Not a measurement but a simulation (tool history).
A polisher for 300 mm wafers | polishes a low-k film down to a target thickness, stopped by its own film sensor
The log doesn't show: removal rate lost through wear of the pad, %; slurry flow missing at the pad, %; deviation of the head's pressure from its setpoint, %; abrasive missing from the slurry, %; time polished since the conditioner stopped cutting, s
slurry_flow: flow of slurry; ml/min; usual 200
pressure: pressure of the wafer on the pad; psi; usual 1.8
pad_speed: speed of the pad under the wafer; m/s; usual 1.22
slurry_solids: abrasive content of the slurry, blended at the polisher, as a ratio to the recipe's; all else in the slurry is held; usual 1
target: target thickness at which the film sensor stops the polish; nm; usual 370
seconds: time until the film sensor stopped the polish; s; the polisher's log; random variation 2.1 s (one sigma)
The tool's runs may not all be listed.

run,hour,slurry_flow,pressure,pad_speed,slurry_solids,target,wafers since the last listed run,wafers polished on this pad,hours since the slurry nozzle was cleaned,hours since the head pressure was calibrated,hours since the slurry blender was calibrated,hours since the conditioning disc was replaced,"incoming thickness of the incoming film, nm",seconds
1,0,200,1.8,1.22,1,370,0,369,242.8,479,232,146.9,448.2,212.4
2,63.2,200,1.8,1.22,1,370,532,902,306,542.2,295.2,210.1,439,191.8
3,103.8,200,1.8,1.22,1,370,342,1245,346.6,582.8,335.8,250.7,446.2,209.3
# hour 159.2: slurry blender recalibrated
4,174.3,200,1.8,1.22,1,370,577,1822,417.1,653.3,15.1,321.2,437.4,185.6
# hour 205.6: worn pad replaced by a new one
5,207.3,230,1.8,1.52,1,370,244,14,450.1,686.3,48.1,354.2,440.9,163
6,237.3,230,1.8,1.52,1,370,252,267,480.1,716.3,78.1,384.2,445.6,173.7
# hour 273.8: conditioning disc replaced and pad reconditioned
7,282.2,200,1.8,1.22,1,370,361,629,525,761.2,123,8.4,437.5,187.2
8,310.1,200,1.8,1.22,1,370,235,864,552.9,789.1,150.9,36.3,439.7,194.9
9,374.2,200,1.8,1.22,1,370,540,1404,617,853.2,215,100.4,442,199.7
# hour 385.3: slurry nozzle cleaned
# hour 413.7: worn pad replaced by a new one
10,438.9,200,1.8,1.22,1,370,503,212,53.6,917.9,279.7,165.1,443,191.7
11,498.8,200,1.8,1.22,1,376,505,717,113.5,977.8,339.6,225,437.5,163.3
12,546.6,200,1.8,1.22,1,376,403,1120,161.3,1025.6,387.4,272.8,439.5,168.9
# hour 580.2: slurry blender recalibrated
13,617.3,200,1.8,1.22,1,370,579,1699,232,1096.3,37.1,343.5,442.8,197.6
# hour 629.8: worn pad replaced by a new one
14,683.4,200,1.8,1.22,1,370,523,452,298.1,1162.4,103.2,409.6,437.7,183.6
# hour 686.4: conditioning disc replaced and pad reconditioned
15,714.5,265,1.8,0.96,1,370,245,697,329.2,1193.5,134.3,28.1,436,210.9
16,747.5,240,1.8,1.5,0.9,349,278,975,362.2,1226.5,167.3,61.1,446.2,243.4
17,790.7,250,2.2,1.22,1,370,364,1339,405.4,1269.7,210.5,104.3,443.2,160.6
# hour 815.8: head pressure recalibrated
# hour 842.4: worn pad replaced by a new one
18,861.7,200,1.8,1.22,1,370,548,163,476.4,45.9,281.5,175.3,447.9,215
19,908.3,200,1.3,1.22,1,384,392,556,523,92.5,328.1,221.9,439.2,217.5
20,950.5,200,1.3,1.6,0.9,394,355,911,565.2,134.7,370.3,264.1,441.9,160.6
21,980,155,1.8,1.22,1,370,248,1160,594.7,164.2,399.8,293.6,443.4,213.9
# hour 993.7: slurry blender recalibrated
22,1036,250,2.2,1.22,1,370,455,1615,650.7,220.2,42.3,349.6,442.3,162.1
# hour 1082.5: worn pad replaced by a new one
# hour 1082.9: conditioning disc replaced and pad reconditioned
# hour 1101.1: slurry nozzle cleaned
23,1105,145,2.3,1.22,1,370,536,177,3.9,289.2,111.3,22.1,441.2,154.5
24,1167.3,135,1.3,1.22,1,383,525,703,66.2,351.5,173.6,84.4,434.9,205

5 ways to go on from here, each from the tool as it stands after run 24. What would each give?
A,1167.8,200,1.8,1.22,1,370,4,707,66.7,352,174.1,84.9,440.9,?
B,1167.8,200,1.8,1.54,0.8,384,4,707,66.7,352,174.1,84.9,440.9,?
C,1167.8,175,2.3,1.22,0.8,370,4,707,66.7,352,174.1,84.9,440.9,?
D,1167.8,140,1.8,1.22,1,370,4,707,66.7,352,174.1,84.9,440.9,?
E,1167.8,200,1.8,1.08,1.2,352,4,707,66.7,352,174.1,84.9,440.9,?

run,seconds
A,187.9
B,152.6
C,181.4
D,195.7
E,230.6
Without the tool's hidden state the same runs would have given:
run,seconds
A,184.9
B,150.2
C,178.2
D,191.8
E,226.9

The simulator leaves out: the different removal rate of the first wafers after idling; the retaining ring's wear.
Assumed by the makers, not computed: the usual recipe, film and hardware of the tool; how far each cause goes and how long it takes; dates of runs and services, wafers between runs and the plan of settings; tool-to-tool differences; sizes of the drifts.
